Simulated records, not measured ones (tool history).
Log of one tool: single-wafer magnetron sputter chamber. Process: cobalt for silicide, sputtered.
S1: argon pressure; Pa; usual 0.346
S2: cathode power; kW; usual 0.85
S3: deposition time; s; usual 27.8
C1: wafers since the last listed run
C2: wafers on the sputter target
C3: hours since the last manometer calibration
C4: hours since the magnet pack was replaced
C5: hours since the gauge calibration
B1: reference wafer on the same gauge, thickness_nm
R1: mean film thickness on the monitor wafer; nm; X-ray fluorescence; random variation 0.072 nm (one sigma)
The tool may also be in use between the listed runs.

run   hour     S1    S2    S3    C1    C2      C3      C4      C5      B1      R1
  1      0  0.346  0.85  31.4     0  2536  1288.8    9212     960  11.906  13.091
  2   33.5  0.346   0.8  27.8   628  3165  1322.3  9245.5   993.5   11.91  10.818
      55.2  -- sputter target and shields replaced
  3   55.7  0.346   0.8  27.8   266     8  1344.5  9267.7  1015.7  11.897  11.274
  4   73.6  0.346   0.8  27.8   336   344  1362.4  9285.6  1033.6    11.9  11.357
  5   96.5  0.346  0.85  27.8   429   774  1385.3  9308.5  1056.5  11.898  11.938
  6  116.5  0.346  0.85  27.8   375  1150  1405.3  9328.5  1076.5  11.903  11.874
  7  129.7  0.346  0.85  27.8   247  1397  1418.5  9341.7  1089.7  11.897  11.844
  8  152.6  0.286  0.85  29.9   429  1827  1441.4  9364.6  1112.6  11.881  12.771
  9  167.8  0.286  0.85  29.9   285  2113  1456.6  9379.8  1127.8  11.898  12.581
 10  184.4  0.286  0.85  29.9   311  2424  1473.2  9396.4  1144.4  11.897  12.462
 11  198.5  0.346  0.85  25.7   264  2689  1487.3  9410.5  1158.5  11.893  10.662
 12  221.8  0.346   0.7  27.8   437  3127  1510.6  9433.8  1181.8  11.899    9.44
     246.7  -- sputter target and shields replaced
 13  251.4  0.346   0.7  27.8   405    87  1540.2  9463.4  1211.4  11.886   9.932
 14  281.2  0.346   0.7  27.8   559   646    1570  9493.2  1241.2  11.901   9.917
       294  -- gauge calibrated
 15    302  0.346  0.85  27.8   390  1037  1590.8    9514       8  11.902  11.914
 16  335.5  0.346  0.85  27.8   628  1666  1624.3  9547.5    41.5  11.892  11.747
 17  369.4  0.286  0.85  29.9   636  2302  1658.2  9581.4    75.4    11.9  12.838
 18  401.1  0.346   0.9  27.8   595  2898  1689.9  9613.1   107.1  11.895  12.121
 19  435.9  0.482   0.7  27.8   653  3551  1724.7  9647.9   141.9  11.914   9.196
 20  468.6  0.346   0.7  27.8   613  4165  1757.4  9680.6   174.6  11.894   9.257
     487.3  -- sputter target and shields replaced
 21  491.1  0.393  0.95  25.3   272    72  1779.9  9703.1   197.1  11.885  12.391
 22  523.7  0.285  0.85  27.8   612   684  1812.5  9735.7   229.7  11.903  12.186
     547.9  -- capacitance manometer re-zeroed and calibrated
 23  548.4  0.255  0.75    31   313   997     0.5  9760.4   254.4  11.895  11.932
 24  627.1  0.346  0.85  27.8  1477  2475    79.2  9839.1   333.1  11.913  11.661
 25  657.2  0.475  0.85  27.8   565  3040   109.3  9869.2   363.2  11.905   11.27
 26  689.3  0.426  0.85  32.8   602  3643   141.4  9901.3   395.3  11.905  13.363
       719  -- sputter target and shields replaced
 27    723  0.346  0.85  27.8   482    75   175.1    9935     429  11.901  12.166
     742.5  -- magnet pack replaced
 28    743  0.456  0.95  32.7   225   301   195.1     0.5     449  11.904  15.503
 29  752.6  0.346  0.95  27.8   180   481   204.7    10.1   458.6  11.915  13.608
 30    786  0.346   0.8    25   627  1108   238.1    43.5     492  11.899  10.163
 31  812.5  0.346  0.85  27.8   497  1605   264.6      70   518.5  11.902  11.712
 32  848.2  0.435  0.85    23   670  2276   300.3   105.7   554.2  11.889   9.442
 33  933.7  0.397  1.05  32.6  1605  3881   385.8   191.2   639.7  11.907   15.99
     950.9  -- sputter target and shields replaced
 34  968.3  0.228   0.8  29.8   499   326   420.4   225.8   674.3  11.896  12.427

5 ways to go on from here, each from the tool as it stands after run 34. What would each give?
  A  968.7  0.346  0.85  27.8   7  333  420.8  226.2  674.7   ?   ?
  B  968.7  0.346  0.65  29.9   7  333  420.8  226.2  674.7   ?   ?
  C  968.7  0.216  0.85  32.9   7  333  420.8  226.2  674.7   ?   ?
  D  968.7  0.387  0.65  29.8   7  333  420.8  226.2  674.7   ?   ?
  E  968.7  0.385  0.85  32.2   7  333  420.8  226.2  674.7   ?   ?

run      B1      R1
  A  11.898  12.094
  B  11.898   9.947
  C  11.898  14.607
  D  11.898    9.85
  E  11.898  13.923
Without the tool's hidden state the same runs would have given:
run      R1
  A  12.308
  B  10.123
  C  14.866
  D  10.025
  E   14.17
